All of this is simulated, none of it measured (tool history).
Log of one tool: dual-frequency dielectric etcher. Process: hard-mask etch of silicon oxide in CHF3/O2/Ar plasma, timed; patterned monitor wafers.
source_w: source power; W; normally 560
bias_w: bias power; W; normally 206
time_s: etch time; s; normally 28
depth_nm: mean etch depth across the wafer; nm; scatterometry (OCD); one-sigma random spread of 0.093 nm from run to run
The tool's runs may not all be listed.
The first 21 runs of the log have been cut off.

| run | hour | source_w | bias_w | time_s | wafers since the last listed run | hours since the last wet clean | hours since the last source power generator calibration | hours since the last bias power generator calibration | hours since the last upper electrode change | hours since the gauge calibration | read-back reference wafer on the same gauge, depth_nm | depth_nm |
|---|---|---|---|---|---|---|---|---|---|---|---|---|
| 22 | 486.9 | 620 | 188 | 28 | 402 | 30.9 | 152.8 | 4748.5 | 104.8 | 115.6 | 72.4 | 62.6 |
|  | 493.5 | bias power generator calibrated |
| 23 | 514.7 | 560 | 227 | 28 | 318 | 58.7 | 180.6 | 21.2 | 132.6 | 143.4 | 72.4 | 64.2 |
| 24 | 538 | 560 | 206 | 28 | 311 | 82 | 203.9 | 44.5 | 155.9 | 166.7 | 72.4 | 62.2 |
| 25 | 551.9 | 560 | 206 | 28 | 185 | 95.9 | 217.8 | 58.4 | 169.8 | 180.6 | 72.4 | 62.3 |
| 26 | 565.6 | 460 | 206 | 35 | 183 | 109.6 | 231.5 | 72.1 | 183.5 | 194.3 | 72.4 | 73.7 |
| 27 | 578.5 | 560 | 206 | 28 | 172 | 122.5 | 244.4 | 85 | 196.4 | 207.2 | 72.4 | 62.1 |
| 28 | 593.3 | 560 | 206 | 28 | 197 | 137.3 | 259.2 | 99.8 | 211.2 | 222 | 72.4 | 62 |
| 29 | 611.7 | 670 | 206 | 28 | 245 | 155.7 | 277.6 | 118.2 | 229.6 | 240.4 | 72.4 | 65.7 |
| 30 | 630.9 | 460 | 242 | 20 | 256 | 174.9 | 296.8 | 137.4 | 248.8 | 259.6 | 72.4 | 44.1 |

For run 31, what comes out?
| 31 | 663.2 | 500 | 246 | 31 | 431 | 207.2 | 329.1 | 169.7 | 281.1 | 291.9 | ? | ? |

read-back reference wafer on the same gauge, depth_nm: 72.4
depth_nm: 70.1 nm
With no hidden state in the tool, this same run would have given depth_nm 70.3 nm.
